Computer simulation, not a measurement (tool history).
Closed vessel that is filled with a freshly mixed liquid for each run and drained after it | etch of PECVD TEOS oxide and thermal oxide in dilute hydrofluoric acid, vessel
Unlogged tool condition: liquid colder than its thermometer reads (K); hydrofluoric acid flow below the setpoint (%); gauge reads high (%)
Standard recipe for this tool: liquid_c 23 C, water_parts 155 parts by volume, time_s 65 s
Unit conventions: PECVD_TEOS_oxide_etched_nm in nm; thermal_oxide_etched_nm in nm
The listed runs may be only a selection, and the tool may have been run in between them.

run	hour	liquid_c	water_parts	time_s	wafers since the last listed run	hours since the thermometer was replaced	hours since the hydrofluoric acid flow meter was replaced	hours since the gauge calibration	read-back film thickness of the PECVD TEOS oxide reference wafer, read on the same gauge (nm)	read-back film thickness of the thermal oxide reference wafer, read on the same gauge (nm)	PECVD_TEOS_oxide_etched_nm	thermal_oxide_etched_nm
1	0	23	155	65	0	191.2	902.5	2033	30.62	61.267	5.68	1.798
2	87.5	23	155	65	7163	278.7	990	2120.5	30.63	61.331	5.73	1.766
3	188.3	23	155	65	8251	379.5	1090.8	2221.3	30.75	61.435	5.74	1.751
4	227.7	23	155	65	3225	418.9	1130.2	2260.7	30.78	61.483	5.75	1.812
5	329.3	24.5	155	65	8317	520.5	1231.8	2362.3	30.81	61.626	6.1	1.895
6	370.4	24.5	155	65	3364	561.6	1272.9	2403.4	30.85	61.705	6.09	1.93
7	450.6	23	155	65	6565	641.8	1353.1	2483.6	30.92	61.746	5.78	1.808
8	500.8	23	155	65	4109	692	1403.3	2533.8	30.92	61.847	5.77	1.773
9	602.5	23	155	65	8325	793.7	1505	2635.5	31.04	62.008	5.81	1.798
10	661.9	23	155	40	4862	853.1	1564.4	2694.9	31.03	62.049	3.57	1.112
11	708.7	22	205	65	3831	899.9	1611.2	2741.7	31.05	62.082	4.03	1.237
12	782.7	20	115	65	6058	973.9	1685.2	2815.7	31.09	62.24	7.32	2.296
# hour 791.8: thermometer replaced
13	878.5	23	90	65	7760	86.7	1781	2911.5	31.17	62.366	10.88	3.329
# hour 1145.9: gauge calibrated
14	1176.2	23	155	65	24371	384.4	2078.7	30.3	29.91	59.777	5.64	1.708
15	1277.5	27.5	155	90	8292	485.7	2180	131.6	29.87	59.815	9.15	2.844
16	1365.9	27.5	180	105	7236	574.1	2268.4	220	29.91	59.787	8.86	2.77
# hour 1402.8: hydrofluoric acid flow meter replaced
17	1451.5	23	210	35	6925	659.7	48.7	305.6	29.92	59.817	2.11	0.653
18	1497.7	24.5	130	40	3782	705.9	94.9	351.8	29.9	59.792	4.46	1.37
19	1542.3	19	155	90	3651	750.5	139.5	396.4	29.86	59.818	6.62	2.045
# hour 1583.4: thermometer replaced
20	1732.6	23	155	65	15497	149.2	329.8	586.7	29.9	59.867	5.53	1.797
21	1813.9	23	155	65	6655	230.5	411.1	668	30	59.918	5.58	1.753
22	1912.4	19	195	45	8063	329	509.6	766.5	30.01	59.93	2.52	0.786
23	2010.5	22	205	65	8030	427.1	607.7	864.6	29.98	59.953	3.91	1.201
24	2047.3	23	155	30	3012	463.9	644.5	901.4	30.02	59.96	2.59	0.814
25	2146.5	18.5	220	85	8121	563.1	743.7	1000.6	30.06	60.058	4.08	1.277

Run 26 is up next; what results do you expect?
26	2252.2	23	125	95	8653	668.8	849.4	1106.3	?	?	?	?

{"run 26": {"read-back film thickness of the PECVD TEOS oxide reference wafer, read on the same gauge (nm)": 30.04, "read-back film thickness of the thermal oxide reference wafer, read on the same gauge (nm)": 60.099, "PECVD_TEOS_oxide_etched_nm": 10.52, "thermal_oxide_etched_nm": 3.254}}
Minus the tool's unlogged condition, the same run would have read PECVD_TEOS_oxide_etched_nm 10.5 nm, thermal_oxide_etched_nm 3.249 nm.

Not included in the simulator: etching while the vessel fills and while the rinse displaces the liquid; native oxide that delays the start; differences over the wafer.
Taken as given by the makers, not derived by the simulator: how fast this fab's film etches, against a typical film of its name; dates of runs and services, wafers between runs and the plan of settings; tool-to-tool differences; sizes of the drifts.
